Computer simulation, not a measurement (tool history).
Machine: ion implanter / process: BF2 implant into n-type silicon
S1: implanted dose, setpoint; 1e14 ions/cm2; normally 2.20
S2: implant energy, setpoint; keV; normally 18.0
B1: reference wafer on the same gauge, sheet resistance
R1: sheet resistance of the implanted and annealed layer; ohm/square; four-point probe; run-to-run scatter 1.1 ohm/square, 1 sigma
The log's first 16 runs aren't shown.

run	hour	S1	S2	B1	R1
17	196.8	2.61	22.0	557.07	402.19
18	211.4	1.71	15.5	557.31	597.55
19	227.3	2.20	18.0	556.76	472.50
20	241.1	1.72	20.5	556.90	574.60
# hour 263.0: Faraday cup replaced and dose calibrated
21	263.5	2.63	21.5	557.12	413.62
22	273.0	2.20	18.0	557.11	487.15
23	289.4	2.67	21.0	556.88	410.09
24	303.2	2.20	18.0	556.99	487.21
25	318.7	1.75	14.0	557.07	615.44
26	328.3	2.43	23.5	557.03	437.87
27	339.8	2.85	14.0	556.93	411.82
28	355.0	1.65	22.0	557.00	613.62
29	366.3	1.67	21.0	557.11	610.89
30	383.3	2.20	18.0	556.96	485.54
31	398.5	2.20	18.0	557.00	484.98
32	409.2	1.89	20.5	557.15	547.30
33	426.3	2.20	18.0	556.86	485.98
34	444.0	2.57	24.0	557.30	415.35
35	461.6	2.50	23.5	556.96	425.94
36	474.1	2.20	18.0	557.08	484.25

Branching from run 36: 5 alternative next runs. What would each branch give?
A	474.5	2.20	13.0	?	?
B	474.5	2.81	24.0	?	?
C	474.5	2.54	16.0	?	?
D	474.5	1.64	13.0	?	?
E	474.5	1.56	12.0	?	?

run	B1	R1
A	557.02	509.59
B	557.02	385.83
C	557.02	437.20
D	557.02	654.14
E	557.02	690.62
Take away the tool's hidden state, keep each run's random variation, and the runs would have read:
run	R1
A	512.98
B	388.42
C	440.07
D	658.80
E	695.48
